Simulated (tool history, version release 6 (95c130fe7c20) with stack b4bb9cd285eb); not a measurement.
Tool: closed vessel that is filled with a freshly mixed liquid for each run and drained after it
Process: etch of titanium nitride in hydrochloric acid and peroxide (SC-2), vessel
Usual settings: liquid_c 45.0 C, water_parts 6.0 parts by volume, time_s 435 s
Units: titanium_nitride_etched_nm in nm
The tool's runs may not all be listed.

run     day  liquid_c  water_parts  time_s  wafers since the last listed run  hours since the thermometer was replaced  hours since the chemicals flow meter was replaced  hours since the drum of peroxide was connected  hours since the gauge calibration  read-back film thickness of the titanium nitride reference wafer, read on the same gauge (nm)  titanium_nitride_etched_nm
  1   0.000      45.0          4.0     435                                 0                                    2755.1                                              424.2                                           214.6                              205.9                                                                                         120.01                       11.56
      0.350  -- gauge calibrated
  2   0.583      45.0          5.5     435                              1033                                    2769.1                                              438.2                                           228.6                                5.6                                                                                         119.99                        9.04
  3   0.838      45.0          8.5     435                               450                                    2775.2                                              444.3                                           234.7                               11.7                                                                                         119.99                        6.41
  4   1.296      45.0          6.0     435                               811                                    2786.2                                              455.3                                           245.7                               22.7                                                                                         120.04                        8.47
  5   1.758      45.0          6.0     435                               819                                    2797.3                                              466.4                                           256.8                               33.8                                                                                         120.02                        8.34
  6   2.017      45.0          6.0     435                               457                                    2803.5                                              472.6                                           263.0                               40.0                                                                                         120.01                        8.43
  7   2.662      40.0          6.0     435                              1143                                    2819.0                                              488.1                                           278.5                               55.5                                                                                         120.02                        5.97
  8   3.075      40.0          6.0     435                               730                                    2828.9                                              498.0                                           288.4                               65.4                                                                                         119.97                        5.83
  9   3.388      40.0          6.0     435                               553                                    2836.4                                              505.5                                           295.9                               72.9                                                                                         119.95                        5.80
 10   3.704      45.0          6.0     435                               560                                    2844.0                                              513.1                                           303.5                               80.5                                                                                         120.01                        8.27
 11   4.092      45.0          6.0     435                               686                                    2853.3                                              522.4                                           312.8                               89.8                                                                                         120.02                        8.31
 12   4.575      45.0          6.0     435                               855                                    2864.9                                              534.0                                           324.4                              101.4                                                                                         120.03                        8.08
 13   4.912      45.0          6.0     435                               597                                    2873.0                                              542.1                                           332.5                              109.5                                                                                         120.02                        8.10
 14   5.242      45.0          8.0     650                               582                                    2880.9                                              550.0                                           340.4                              117.4                                                                                         120.00                        9.65
 15   5.938      38.5          7.5     635                              1232                                    2897.6                                              566.7                                           357.1                              134.1                                                                                         119.99                        6.20
      6.096  -- new drum of peroxide connected
 16   6.529      54.0          7.0     435                               974                                    2911.8                                              580.9                                            10.4                              148.3                                                                                         120.02                       14.25
      7.079  -- thermometer replaced
 17   7.600      45.0          7.0     570                              1822                                      12.5                                              606.6                                            36.1                              174.0                                                                                         120.00                       10.16
      7.783  -- chemicals flow meter replaced
 18   7.875      36.0          4.5     610                               413                                      19.1                                                2.2                                            42.7                              180.6                                                                                         120.02                        8.86
 19   8.421      45.0          6.0     435                               966                                      32.2                                               15.3                                            55.8                              193.7                                                                                         120.01                        9.50
 20   8.862      37.5          6.0     435                               782                                      42.8                                               25.9                                            66.4                              204.3                                                                                         120.02                        5.59
 21   9.500      48.0          8.0     665                              1128                                      58.1                                               41.2                                            81.7                              219.6                                                                                         119.96                       14.27
      9.975  -- gauge calibrated
 22  10.183      51.0          4.0     580                              1210                                      74.5                                               57.6                                            98.1                                5.0                                                                                         119.98                       24.95
 23  11.242      45.0          6.0     435                              1874                                      99.9                                               83.0                                           123.5                               30.4                                                                                         120.04                        9.30
 24  11.946      37.5          7.0     620                              1247                                     116.8                                               99.9                                           140.4                               47.3                                                                                         120.00                        6.95
 25  12.596      45.0          6.0     435                              1151                                     132.4                                              115.5                                           156.0                               62.9                                                                                         120.02                        9.14

What the log doesn't show, run by run:
liquid hotter than its thermometer reads (K): 0 in every run
gauge reads high (%): 0 in every run
H1: chemicals flow below the setpoint (%)
H2: peroxide weaker than its label (%)
run    H1     H2
  1  8.88   6.78
  2  9.16   7.11
  3  9.28   7.25
  4  9.49   7.51
  5  9.71   7.77
  6  9.84   7.91
  7  10.1   8.28
  8  10.3   8.51
  9  10.5   8.68
 10  10.6   8.86
 11  10.8   9.08
 12  11.1   9.35
 13  11.2   9.54
 14  11.4   9.72
 15  11.7   10.1
 16    12  0.386
 17  12.5  0.988
 18  1.06   1.14
 19  1.32   1.45
 20  1.53    1.7
 21  1.83   2.05
 22  2.15   2.44
 23  2.66   3.03
 24  2.99   3.43
 25   3.3   3.79
